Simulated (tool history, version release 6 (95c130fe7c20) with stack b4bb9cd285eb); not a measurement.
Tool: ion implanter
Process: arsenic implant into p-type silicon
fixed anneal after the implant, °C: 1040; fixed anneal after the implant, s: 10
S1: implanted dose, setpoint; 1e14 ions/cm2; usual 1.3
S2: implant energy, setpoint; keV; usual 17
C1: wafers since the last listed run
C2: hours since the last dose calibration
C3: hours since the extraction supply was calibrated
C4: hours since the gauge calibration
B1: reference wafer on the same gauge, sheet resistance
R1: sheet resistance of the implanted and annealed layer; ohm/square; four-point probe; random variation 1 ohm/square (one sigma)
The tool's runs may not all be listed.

| run | day | S1 | S2 | C1 | C2 | C3 | C4 | B1 | R1 |
|---|---|---|---|---|---|---|---|---|---|
| 1 | 0 | 1.3 | 19.5 | 0 | 1125.3 | 3132.1 | 153.5 | 649.83 | 588 |
|  | 0.046 | gauge calibrated |
| 2 | 0.629 | 1.3 | 19.5 | 357 | 1140.4 | 3147.2 | 14 | 650.1 | 587.96 |
| 3 | 1.2 | 1.3 | 17 | 324 | 1154.1 | 3160.9 | 27.7 | 650.09 | 600.45 |
| 4 | 1.808 | 1.3 | 17 | 346 | 1168.7 | 3175.5 | 42.3 | 650.07 | 601.04 |
| 5 | 2.396 | 1.3 | 17 | 334 | 1182.8 | 3189.6 | 56.4 | 649.89 | 600.18 |
| 6 | 3.079 | 1.45 | 17 | 388 | 1199.2 | 3206 | 72.8 | 650.14 | 553.63 |
| 7 | 3.35 | 1.45 | 17 | 154 | 1205.7 | 3212.5 | 79.3 | 649.99 | 553.22 |
| 8 | 3.812 | 1.3 | 17 | 263 | 1216.8 | 3223.6 | 90.4 | 649.75 | 599.11 |
| 9 | 4.083 | 1.3 | 17 | 154 | 1223.3 | 3230.1 | 96.9 | 650.3 | 599.86 |
| 10 | 4.388 | 1.3 | 17 | 173 | 1230.6 | 3237.4 | 104.2 | 650.13 | 598.55 |
| 11 | 4.954 | 1.3 | 20 | 322 | 1244.2 | 3251 | 117.8 | 649.82 | 586.22 |
|  | 5.862 | extraction supply calibrated |
| 12 | 5.883 | 1.3 | 20 | 338 | 1266.5 | 0.5 | 140.1 | 650.08 | 586.1 |
| 13 | 6.083 | 1.3 | 20 | 113 | 1271.3 | 5.3 | 144.9 | 650.25 | 584.59 |
| 14 | 6.375 | 1.11 | 19 | 165 | 1278.3 | 12.3 | 151.9 | 650.06 | 660.05 |
| 15 | 6.642 | 1.3 | 17 | 151 | 1284.7 | 18.7 | 158.3 | 650 | 600.2 |
| 16 | 6.996 | 0.96 | 19.5 | 201 | 1293.2 | 27.2 | 166.8 | 650.06 | 729.06 |
| 17 | 7.488 | 1.1 | 17 | 279 | 1305 | 39 | 178.6 | 649.97 | 675.34 |
| 18 | 7.883 | 1.42 | 20 | 225 | 1314.5 | 48.5 | 188.1 | 650.27 | 548.75 |
|  | 8.092 | gauge calibrated |
| 19 | 8.304 | 1.3 | 17 | 239 | 1324.6 | 58.6 | 5.1 | 649.77 | 599.56 |
| 20 | 8.558 | 1.3 | 17 | 144 | 1330.7 | 64.7 | 11.2 | 650.14 | 600.96 |
|  | 9.092 | Faraday cup replaced and dose calibrated |
| 21 | 9.112 | 1.55 | 20.5 | 125 | 0.5 | 78 | 24.5 | 649.88 | 530.49 |
| 22 | 9.45 | 1.3 | 21.5 | 192 | 8.6 | 86.1 | 32.6 | 650.17 | 598.09 |
| 23 | 10.083 | 1.3 | 17 | 360 | 23.8 | 101.3 | 47.8 | 650.03 | 620.14 |
| 24 | 10.333 | 1.16 | 21 | 142 | 29.8 | 107.3 | 53.8 | 650.12 | 650.9 |
| 25 | 10.971 | 1.14 | 22.5 | 362 | 45.1 | 122.6 | 69.1 | 650.08 | 650.1 |
| 26 | 11.508 | 1.17 | 14 | 305 | 58 | 135.5 | 82 | 649.85 | 684.52 |

Hidden state or all else? Some run-to-run changes of R1, split into what the settings, what came in and random variation would give without the hidden state, and what is left for the hidden state (with any gauge scatter that isn't in both results):
The hidden state here: deviation of the true dose from the Faraday cup's reading, %; deviation of the true energy from its setpoint, %; gauge reads high (%).
Run 15 -> 16: S1 1.3 -> 0.96, S2 17 -> 19.5. R1 +128.86 ohm/square: hidden state -3.28, all else +132.14.
Run 17 -> 18: S1 1.1 -> 1.42, S2 17 -> 20. R1 -126.59 ohm/square: hidden state +4.04, all else -130.63.
Run 20 -> 21: S1 1.3 -> 1.55, S2 17 -> 20.5, Faraday cup replaced and dose calibrated. R1 -70.47 ohm/square: hidden state +21.66, all else -92.13.
